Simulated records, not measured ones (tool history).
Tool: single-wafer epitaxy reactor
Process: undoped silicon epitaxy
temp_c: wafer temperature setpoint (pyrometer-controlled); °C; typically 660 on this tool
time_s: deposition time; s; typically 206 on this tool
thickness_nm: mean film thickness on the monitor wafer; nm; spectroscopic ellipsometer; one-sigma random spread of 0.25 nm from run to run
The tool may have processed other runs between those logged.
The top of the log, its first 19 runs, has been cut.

run    hour  temp_c  time_s  wafers since the last listed run  hours since the last pyrometer calibration  hours since the gauge calibration  read-back reference wafer on the same gauge, thickness_nm  thickness_nm
 20  1112.4     667     206                               267                                       240.2                              189.7                                                     41.728        50.676
 21  1139.5     671     206                               139                                       267.3                              216.8                                                     41.889        56.358
 22  1182.3     664     245                               219                                       310.1                              259.6                                                     41.919        56.306
 23  1237.1     660     206                               281                                       364.9                              314.4                                                     41.668        42.866
 24  1287.6     660     206                               259                                       415.4                              364.9                                                      41.82        42.659
 25  1313.6     648     173                               133                                       441.4                              390.9                                                      41.87        26.521
 26  1362.2     646     169                               249                                         490                              439.5                                                     41.921        24.577
 27  1482.6     660     206                               617                                       610.4                              559.9                                                     41.692        42.661
 28  1510.5     656     223                               143                                       638.3                              587.8                                                     41.868        41.421
 29  1577.4     660     206                               343                                       705.2                              654.7                                                     41.837        42.113
 30  1636.4     669     184                               302                                       764.2                              713.7                                                     41.826        46.617
 31  1690.8     655     206                               279                                       818.6                              768.1                                                     41.788        36.964

Each row is a separate what-if for the run after 31, all from the same tool condition, not one after another. Results?
  A  1691.3     660     225                                 2                                       819.1                              768.6                                                          ?             ?
  B  1691.3     654     206                                 2                                       819.1                              768.6                                                          ?             ?
  C  1691.3     670     170                                 2                                       819.1                              768.6                                                          ?             ?

run  read-back reference wafer on the same gauge, thickness_nm  thickness_nm
  A                                                      41.84        45.516
  B                                                      41.84        35.956
  C                                                      41.84        43.768
Without the tool's hidden state the same runs would have given:
run  thickness_nm
  A        47.435
  B        37.495
  C        45.568

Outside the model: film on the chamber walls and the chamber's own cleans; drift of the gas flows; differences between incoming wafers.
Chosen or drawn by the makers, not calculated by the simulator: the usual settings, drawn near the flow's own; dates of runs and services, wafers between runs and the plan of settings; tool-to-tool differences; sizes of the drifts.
